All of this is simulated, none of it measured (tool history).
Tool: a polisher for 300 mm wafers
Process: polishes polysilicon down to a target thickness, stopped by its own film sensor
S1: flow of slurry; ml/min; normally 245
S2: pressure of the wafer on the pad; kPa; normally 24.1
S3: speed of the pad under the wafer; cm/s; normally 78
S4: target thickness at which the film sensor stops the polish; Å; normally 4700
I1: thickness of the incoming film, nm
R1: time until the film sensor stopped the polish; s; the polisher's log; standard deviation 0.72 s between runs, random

run	day	S1	S2	S3	S4	I1	R1
1	0.000	245	24.1	58	4700	1266.3	127.2
# day 0.275: worn pad replaced by a new one
2	0.292	245	24.1	58	4700	1256.7	112.8
3	0.712	245	24.1	78	4700	1288.8	88.2
4	1.358	245	24.1	78	4700	1262.7	86.4
5	2.008	245	24.1	78	4700	1266.0	88.4
6	2.604	245	24.1	78	4700	1266.1	89.4
7	3.317	245	24.1	78	4700	1269.0	91.4
8	4.058	245	24.1	78	4700	1254.5	89.9
9	4.621	245	24.1	78	3490	1276.4	107.8
10	5.117	245	24.1	78	3490	1286.3	108.9
11	5.779	245	24.1	78	4700	1261.4	92.6
12	6.292	245	24.1	78	4700	1285.2	95.2
13	6.700	245	24.1	78	4700	1278.9	94.4
14	7.204	245	29.6	78	4700	1243.9	76.7
15	7.625	245	29.6	78	4700	1270.6	79.8
# day 9.071: worn pad replaced by a new one
16	9.600	245	29.6	78	4700	1254.0	72.1
17	9.988	245	24.1	78	4700	1267.9	86.4
18	10.521	245	24.1	78	4700	1252.4	86.0
19	11.062	245	24.1	78	4700	1279.2	89.8
20	11.329	245	24.1	78	4700	1278.7	90.8
21	11.962	245	24.1	78	4700	1271.1	92.0
22	12.221	245	26.2	66	4700	1286.2	100.6
# day 12.396: head pressure recalibrated
23	12.846	245	26.2	78	4700	1258.5	83.7
24	13.192	325	21.4	100	6790	1279.7	57.7
25	13.875	245	24.1	96	7390	1275.2	49.7
# day 14.458: slurry nozzle cleaned
26	14.592	245	24.1	78	6190	1268.4	75.0
27	14.917	245	24.1	78	4700	1293.0	94.9
28	15.479	295	24.1	78	4700	1250.2	89.9
29	16.125	245	24.1	78	4700	1271.3	93.7
30	16.858	305	31.7	78	4700	1268.1	73.2
31	17.204	245	30.3	88	4700	1260.8	69.0
32	17.808	245	24.1	90	4700	1266.1	80.5
33	18.121	245	24.1	68	2860	1279.2	133.5

Each row is a separate what-if for the run after 33, all from the same tool condition, not one after another. Results?
A	18.138	245	24.1	78	4700	1259.3	?
B	18.138	205	24.1	78	6850	1259.3	?
C	18.138	205	16.5	104	6940	1259.3	?

run	R1
A	92.5
B	69.0
C	66.8
Stripped of hidden state, with their random variation kept, the same runs would have yielded:
run	R1
A	82.8
B	61.7
C	59.8
